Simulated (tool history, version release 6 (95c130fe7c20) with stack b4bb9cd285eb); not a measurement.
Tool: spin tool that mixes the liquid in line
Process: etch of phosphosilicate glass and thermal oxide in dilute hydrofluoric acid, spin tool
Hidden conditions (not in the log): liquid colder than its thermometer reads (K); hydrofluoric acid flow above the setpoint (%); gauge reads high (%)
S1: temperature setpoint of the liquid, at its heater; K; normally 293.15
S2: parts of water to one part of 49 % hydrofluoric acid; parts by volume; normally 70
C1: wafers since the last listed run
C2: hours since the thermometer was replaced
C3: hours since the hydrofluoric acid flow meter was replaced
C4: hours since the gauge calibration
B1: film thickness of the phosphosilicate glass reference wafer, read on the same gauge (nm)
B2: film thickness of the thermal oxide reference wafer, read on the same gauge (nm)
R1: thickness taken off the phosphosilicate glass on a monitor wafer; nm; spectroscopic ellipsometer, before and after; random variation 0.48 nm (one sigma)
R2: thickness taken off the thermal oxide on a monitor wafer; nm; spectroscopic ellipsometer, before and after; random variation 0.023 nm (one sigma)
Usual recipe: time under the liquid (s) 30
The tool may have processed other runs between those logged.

Run 1, hour 0: usual settings; C1 0; C2 1483.9; C3 1594.8; C4 17.5; B1 80.01; B2 89.995. Result: R1 68.68 nm, R2 1.691 nm.
Run 2, hour 65.9: usual settings; C1 1155; C2 1549.8; C3 1660.7; C4 83.4; B1 80.01; B2 89.998. Result: R1 69.24 nm, R2 1.671 nm.
Run 3, hour 168.1: usual settings; C1 1791; C2 1652; C3 1762.9; C4 185.6; B1 79.99; B2 90.007. Result: R1 69.04 nm, R2 1.697 nm.
Run 4, hour 305.9: usual settings; C1 2415; C2 1789.8; C3 1900.7; C4 323.4; B1 80.01; B2 89.998. Result: R1 69.54 nm, R2 1.663 nm.
Run 5, hour 412.8: usual settings but S1 291.15 K; C1 1873; C2 1896.7; C3 2007.6; C4 430.3; B1 80.02; B2 89.993. Result: R1 63.61 nm, R2 1.56 nm.
Run 6, hour 506.6: usual settings but S1 291.15 K; C1 1644; C2 1990.5; C3 2101.4; C4 524.1; B1 80.02; B2 89.998. Result: R1 63.21 nm, R2 1.527 nm.
Run 7, hour 719.6: usual settings but S1 291.15 K; C1 3733; C2 2203.5; C3 2314.4; C4 737.1; B1 80.01; B2 90.015. Result: R1 63.74 nm, R2 1.53 nm.
Run 8, hour 801: usual settings; C1 1426; C2 2284.9; C3 2395.8; C4 818.5; B1 79.99; B2 90.016. Result: R1 69.34 nm, R2 1.687 nm.
Run 9, hour 885.1: usual settings; C1 1474; C2 2369; C3 2479.9; C4 902.6; B1 80; B2 89.996. Result: R1 69.54 nm, R2 1.675 nm.
Run 10, hour 989.3: usual settings; C1 1826; C2 2473.2; C3 2584.1; C4 1006.8; B1 79.99; B2 90.01. Result: R1 68.86 nm, R2 1.682 nm.
Run 11, hour 1046.6: usual settings; C1 1004; C2 2530.5; C3 2641.4; C4 1064.1; B1 80; B2 89.984. Result: R1 69.33 nm, R2 1.684 nm.
At hour 1050.2: hydrofluoric acid flow meter replaced.
At hour 1084.2: thermometer replaced.
Run 12, hour 1129.9: usual settings; C1 1425; C2 45.7; C3 79.7; C4 1147.4; B1 80.02; B2 90.01. Result: R1 69.14 nm, R2 1.687 nm.
Run 13, hour 1221.5: usual settings but S2 85 parts by volume, time under the liquid (s) 35; C1 1605; C2 137.3; C3 171.3; C4 1239; B1 79.99; B2 89.981. Result: R1 65.28 nm, R2 1.591 nm.
Run 14, hour 1303.9: usual settings but S1 290.15 K, time under the liquid (s) 15; C1 1444; C2 219.7; C3 253.7; C4 1321.4; B1 79.99; B2 89.999. Result: R1 30.38 nm, R2 0.733 nm.
Run 15, hour 1393.6: usual settings but S1 294.65 K, S2 50 parts by volume, time under the liquid (s) 35; C1 1572; C2 309.4; C3 343.4; C4 1411.1; B1 80.01; B2 89.989. Result: R1 122.5 nm, R2 3.067 nm.
Run 16, hour 1491: usual settings but S2 105 parts by volume, time under the liquid (s) 15; C1 1707; C2 406.8; C3 440.8; C4 1508.5; B1 79.99; B2 89.986. Result: R1 22.18 nm, R2 0.547 nm.
Run 17, hour 1559: usual settings; C1 1191; C2 474.8; C3 508.8; C4 1576.5; B1 80; B2 89.988. Result: R1 69.79 nm, R2 1.66 nm.
Run 18, hour 1637.3: usual settings but S1 290.15 K; C1 1372; C2 553.1; C3 587.1; C4 1654.8; B1 79.99; B2 90.001. Result: R1 60.95 nm, R2 1.505 nm.
Run 19, hour 1706.6: usual settings but S1 297.15 K, time under the liquid (s) 15; C1 1214; C2 622.4; C3 656.4; C4 1724.1; B1 80.02; B2 90.007. Result: R1 40.59 nm, R2 0.977 nm.
At hour 1770.7: gauge calibrated.
Run 20, hour 1792.2: usual settings but S2 40 parts by volume; C1 1500; C2 708; C3 742; C4 21.5; B1 79.99; B2 89.998. Result: R1 125.86 nm, R2 3.04 nm.
Run 21, hour 1886.9: usual settings but S1 295.15 K, time under the liquid (s) 50; C1 1660; C2 802.7; C3 836.7; C4 116.2; B1 80; B2 90.006. Result: R1 124.88 nm, R2 3.058 nm.
Run 22, hour 2117.9: usual settings; C1 4049; C2 1033.7; C3 1067.7; C4 347.2; B1 80; B2 90.002. Result: R1 68.38 nm, R2 1.699 nm.
Run 23, hour 2157.1: usual settings but S1 290.15 K, S2 60 parts by volume; C1 687; C2 1072.9; C3 1106.9; C4 386.4; B1 80.01; B2 89.984. Result: R1 71.73 nm, R2 1.707 nm.
Run 24, hour 2239.5: usual settings but time under the liquid (s) 35; C1 1444; C2 1155.3; C3 1189.3; C4 468.8; B1 80.01; B2 89.977. Result: R1 81.71 nm, R2 1.96 nm.

What was the tool's hidden state at every run in the log?
liquid colder than its thermometer reads (K): 0 across all the runs
hydrofluoric acid flow above the setpoint (%): 0 across all the runs
gauge reads high (%): 0 across all the runs
